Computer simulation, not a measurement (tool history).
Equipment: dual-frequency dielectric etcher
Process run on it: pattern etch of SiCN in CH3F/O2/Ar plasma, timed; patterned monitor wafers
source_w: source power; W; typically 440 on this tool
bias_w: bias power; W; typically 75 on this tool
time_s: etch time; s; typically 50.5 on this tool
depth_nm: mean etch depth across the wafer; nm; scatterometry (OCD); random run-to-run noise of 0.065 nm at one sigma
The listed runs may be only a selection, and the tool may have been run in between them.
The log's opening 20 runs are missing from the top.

| run | hour | source_w | bias_w | time_s | wafers since the last listed run | hours since the last wet clean | hours since the last source power generator calibration | hours since the last bias power generator calibration | hours since the last upper electrode change | hours since the gauge calibration | read-back reference wafer on the same gauge, depth_nm | depth_nm |
|---|---|---|---|---|---|---|---|---|---|---|---|---|
| 21 | 489.8 | 440 | 75 | 50.5 | 163 | 231.2 | 53.7 | 170.9 | 53.9 | 464.7 | 22.19 | 20.63 |
| 22 | 510.4 | 470 | 69 | 36.0 | 166 | 251.8 | 74.3 | 191.5 | 74.5 | 485.3 | 22.21 | 14.72 |
| 23 | 524.4 | 520 | 75 | 41.0 | 112 | 265.8 | 88.3 | 205.5 | 88.5 | 499.3 | 22.22 | 18.43 |
| 24 | 546.6 | 480 | 64 | 65.0 | 179 | 288.0 | 110.5 | 227.7 | 110.7 | 521.5 | 22.24 | 25.91 |
|  | 566.4 | gauge calibrated |
| 25 | 581.9 | 520 | 62 | 50.5 | 284 | 323.3 | 145.8 | 263.0 | 146.0 | 15.5 | 21.80 | 20.40 |
| 26 | 615.1 | 440 | 90 | 50.5 | 267 | 356.5 | 179.0 | 296.2 | 179.2 | 48.7 | 21.84 | 22.21 |
| 27 | 639.8 | 540 | 85 | 60.0 | 199 | 381.2 | 203.7 | 320.9 | 203.9 | 73.4 | 21.86 | 28.79 |
| 28 | 670.3 | 440 | 75 | 35.5 | 246 | 411.7 | 234.2 | 351.4 | 234.4 | 103.9 | 21.89 | 14.36 |
|  | 701.3 | wet clean of the chamber |
| 29 | 730.9 | 440 | 65 | 42.5 | 295 | 29.6 | 294.8 | 412.0 | 295.0 | 164.5 | 21.94 | 16.02 |
| 30 | 744.9 | 440 | 63 | 41.0 | 112 | 43.6 | 308.8 | 426.0 | 309.0 | 178.5 | 21.97 | 15.29 |
| 31 | 761.1 | 440 | 65 | 42.5 | 130 | 59.8 | 325.0 | 442.2 | 325.2 | 194.7 | 21.97 | 16.09 |

Consider 3 possible next runs. They are alternatives, not a sequence: every one starts from the tool as it was left by run 31. What does each give?
| A | 761.5 | 410 | 75 | 50.5 | 3 | 60.2 | 325.4 | 442.6 | 325.6 | 195.1 | ? | ? |
| B | 761.5 | 360 | 59 | 62.5 | 3 | 60.2 | 325.4 | 442.6 | 325.6 | 195.1 | ? | ? |
| C | 761.5 | 440 | 85 | 41.5 | 3 | 60.2 | 325.4 | 442.6 | 325.6 | 195.1 | ? | ? |

| run | read-back reference wafer on the same gauge, depth_nm | depth_nm |
|---|---|---|
| A | 21.97 | 19.66 |
| B | 21.97 | 19.88 |
| C | 21.97 | 17.89 |
Without the tool's unlogged condition, the same runs would have read:
| run | depth_nm |
|---|---|
| A | 19.50 |
| B | 19.73 |
| C | 17.75 |
